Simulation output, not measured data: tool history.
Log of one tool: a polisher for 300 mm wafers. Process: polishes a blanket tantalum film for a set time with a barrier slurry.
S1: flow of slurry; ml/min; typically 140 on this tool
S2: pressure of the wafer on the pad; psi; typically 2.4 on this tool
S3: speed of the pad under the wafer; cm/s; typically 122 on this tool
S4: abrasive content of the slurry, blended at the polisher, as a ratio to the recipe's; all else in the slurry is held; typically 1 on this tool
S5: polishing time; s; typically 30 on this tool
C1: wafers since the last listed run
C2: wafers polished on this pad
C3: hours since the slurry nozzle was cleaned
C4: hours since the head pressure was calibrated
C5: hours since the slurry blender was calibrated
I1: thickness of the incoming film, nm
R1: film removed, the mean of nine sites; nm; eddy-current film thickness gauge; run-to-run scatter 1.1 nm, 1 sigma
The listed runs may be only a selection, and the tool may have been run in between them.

run 1 hour=0 | S1=140 S2=2.7 S3=122 S4=1 S5=30 | C1=0 C2=5946 C3=333.9 C4=241 C5=401.6 | I1=210.6 | R1=85.2
-- hour=7.2 slurry blender recalibrated
-- hour=76.5 worn pad replaced by a new one
run 2 hour=83.2 | S1=125 S2=2.2 S3=122 S4=1 S5=30 | C1=1225 C2=106 C3=417.1 C4=324.2 C5=76 | I1=211 | R1=71.7
run 3 hour=120.7 | S1=140 S2=2.4 S3=122 S4=1 S5=30 | C1=595 C2=701 C3=454.6 C4=361.7 C5=113.5 | I1=212 | R1=77.7
-- hour=144.3 slurry nozzle cleaned
run 4 hour=219 | S1=140 S2=2.4 S3=122 S4=1 S5=30 | C1=1544 C2=2246 C3=74.7 C4=460 C5=211.8 | I1=210 | R1=81.5
run 5 hour=295.4 | S1=140 S2=2.4 S3=122 S4=1 S5=30 | C1=1212 C2=3458 C3=151.1 C4=536.4 C5=288.2 | I1=211.9 | R1=82
-- hour=353.1 head pressure recalibrated
run 6 hour=354.5 | S1=140 S2=2.4 S3=122 S4=1 S5=30 | C1=906 C2=4365 C3=210.2 C4=1.4 C5=347.3 | I1=206.8 | R1=79
-- hour=381 slurry blender recalibrated
run 7 hour=409.9 | S1=140 S2=2.4 S3=150 S4=1 S5=26 | C1=847 C2=5212 C3=265.6 C4=56.8 C5=28.9 | I1=209.9 | R1=89.9
run 8 hour=464.6 | S1=140 S2=2.4 S3=150 S4=1 S5=26 | C1=868 C2=6081 C3=320.3 C4=111.5 C5=83.6 | I1=212.3 | R1=85.6
-- hour=540.4 worn pad replaced by a new one
-- hour=550.6 slurry nozzle cleaned
run 9 hour=558.6 | S1=140 S2=2.4 S3=150 S4=1 S5=26 | C1=1412 C2=272 C3=8 C4=205.5 C5=177.6 | I1=210.6 | R1=86.9
run 10 hour=639.6 | S1=140 S2=2.4 S3=122 S4=1 S5=30 | C1=1285 C2=1558 C3=89 C4=286.5 C5=258.6 | I1=210 | R1=80.9
run 11 hour=694.9 | S1=140 S2=2.4 S3=122 S4=1 S5=30 | C1=877 C2=2435 C3=144.3 C4=341.8 C5=313.9 | I1=213.3 | R1=81.2
run 12 hour=746 | S1=140 S2=2.4 S3=122 S4=1 S5=30 | C1=811 C2=3247 C3=195.4 C4=392.9 C5=365 | I1=212.2 | R1=78.8
-- hour=785.3 slurry blender recalibrated
run 13 hour=809.8 | S1=140 S2=2.4 S3=122 S4=1 S5=30 | C1=980 C2=4227 C3=259.2 C4=456.7 C5=24.5 | I1=209.2 | R1=83.3
run 14 hour=869.3 | S1=140 S2=2.4 S3=122 S4=1 S5=30 | C1=944 C2=5172 C3=318.7 C4=516.2 C5=84 | I1=212.8 | R1=80.3
-- hour=932 head pressure recalibrated
run 15 hour=932.9 | S1=140 S2=2.4 S3=122 S4=1 S5=30 | C1=977 C2=6150 C3=382.3 C4=0.9 C5=147.6 | I1=208 | R1=78.2
-- hour=938.7 slurry nozzle cleaned
-- hour=991.9 worn pad replaced by a new one
run 16 hour=1018.3 | S1=125 S2=2.4 S3=122 S4=0.9 S5=30 | C1=1276 C2=419 C3=79.6 C4=86.3 C5=233 | I1=209.5 | R1=75.9
run 17 hour=1113.4 | S1=140 S2=2 S3=122 S4=1 S5=30 | C1=1509 C2=1928 C3=174.7 C4=181.4 C5=328.1 | I1=205.7 | R1=68.3
run 18 hour=1177.1 | S1=140 S2=2.4 S3=122 S4=1 S5=30 | C1=1011 C2=2939 C3=238.4 C4=245.1 C5=391.8 | I1=206.3 | R1=79.2
-- hour=1214.9 slurry blender recalibrated
run 19 hour=1271.7 | S1=140 S2=2.4 S3=122 S4=1 S5=26 | C1=1469 C2=4409 C3=333 C4=339.7 C5=56.8 | I1=208.5 | R1=70.7
run 20 hour=1313.2 | S1=120 S2=2.4 S3=122 S4=1 S5=30 | C1=658 C2=5068 C3=374.5 C4=381.2 C5=98.3 | I1=212.7 | R1=75.5
-- hour=1321.5 slurry nozzle cleaned
run 21 hour=1391 | S1=125 S2=2 S3=138 S4=1.25 S5=30 | C1=1219 C2=6287 C3=69.5 C4=459 C5=176.1 | I1=209.9 | R1=85.7
-- hour=1452.9 worn pad replaced by a new one
run 22 hour=1484.5 | S1=140 S2=2.4 S3=108 S4=1 S5=30 | C1=1420 C2=501 C3=163 C4=552.5 C5=269.6 | I1=206.7 | R1=74
-- hour=1579.2 head pressure recalibrated
run 23 hour=1590.7 | S1=140 S2=2.4 S3=122 S4=1 S5=30 | C1=1653 C2=2154 C3=269.2 C4=11.5 C5=375.8 | I1=210.2 | R1=80
-- hour=1657.6 slurry blender recalibrated
run 24 hour=1659.4 | S1=140 S2=2.8 S3=80 S4=0.7 S5=30 | C1=1058 C2=3213 C3=337.9 C4=80.2 C5=1.8 | I1=207.4 | R1=51.6
-- hour=1746 slurry nozzle cleaned
run 25 hour=1746.3 | S1=165 S2=2.4 S3=122 S4=1 S5=30 | C1=1363 C2=4577 C3=0.3 C4=167.1 C5=88.7 | I1=212.4 | R1=86.9
run 26 hour=1839.3 | S1=170 S2=2.4 S3=164 S4=0.8 S5=25 | C1=1476 C2=6053 C3=93.3 C4=260.1 C5=181.7 | I1=207.3 | R1=79.3
-- hour=1896.1 worn pad replaced by a new one
run 27 hour=1896.6 | S1=140 S2=2.4 S3=122 S4=1 S5=30 | C1=846 C2=7 C3=150.6 C4=317.4 C5=239 | I1=208.6 | R1=82
run 28 hour=1959.5 | S1=140 S2=1.9 S3=122 S4=1 S5=30 | C1=998 C2=1005 C3=213.5 C4=380.3 C5=301.9 | I1=211.9 | R1=64.5
run 29 hour=2046.4 | S1=140 S2=2.4 S3=160 S4=1 S5=39 | C1=1379 C2=2385 C3=300.4 C4=467.2 C5=388.8 | I1=209.4 | R1=128.1

5 ways to go on from here, each from the tool as it stands after run 29. What would each give?
run A hour=2046.8 | S1=140 S2=2.4 S3=122 S4=1.2 S5=30 | C1=3 C2=2388 C3=300.8 C4=467.6 C5=389.2 | I1=210.2 | R1=?
run B hour=2046.8 | S1=140 S2=1.8 S3=122 S4=1 S5=30 | C1=3 C2=2388 C3=300.8 C4=467.6 C5=389.2 | I1=210.2 | R1=?
run C hour=2046.8 | S1=125 S2=1.9 S3=122 S4=1.1 S5=30 | C1=3 C2=2388 C3=300.8 C4=467.6 C5=389.2 | I1=210.2 | R1=?
run D hour=2046.8 | S1=170 S2=1.6 S3=90 S4=1 S5=30 | C1=3 C2=2388 C3=300.8 C4=467.6 C5=389.2 | I1=210.2 | R1=?
run E hour=2046.8 | S1=140 S2=2.7 S3=122 S4=1 S5=27 | C1=3 C2=2388 C3=300.8 C4=467.6 C5=389.2 | I1=210.2 | R1=?

run=A R1=85.6
run=B R1=60.6
run=C R1=65.3
run=D R1=43.4
run=E R1=78.1
Without the tool's hidden state the same runs would have given:
run=A R1=95.1
run=B R1=68.6
run=C R1=73.4
run=D R1=48.8
run=E R1=88.3
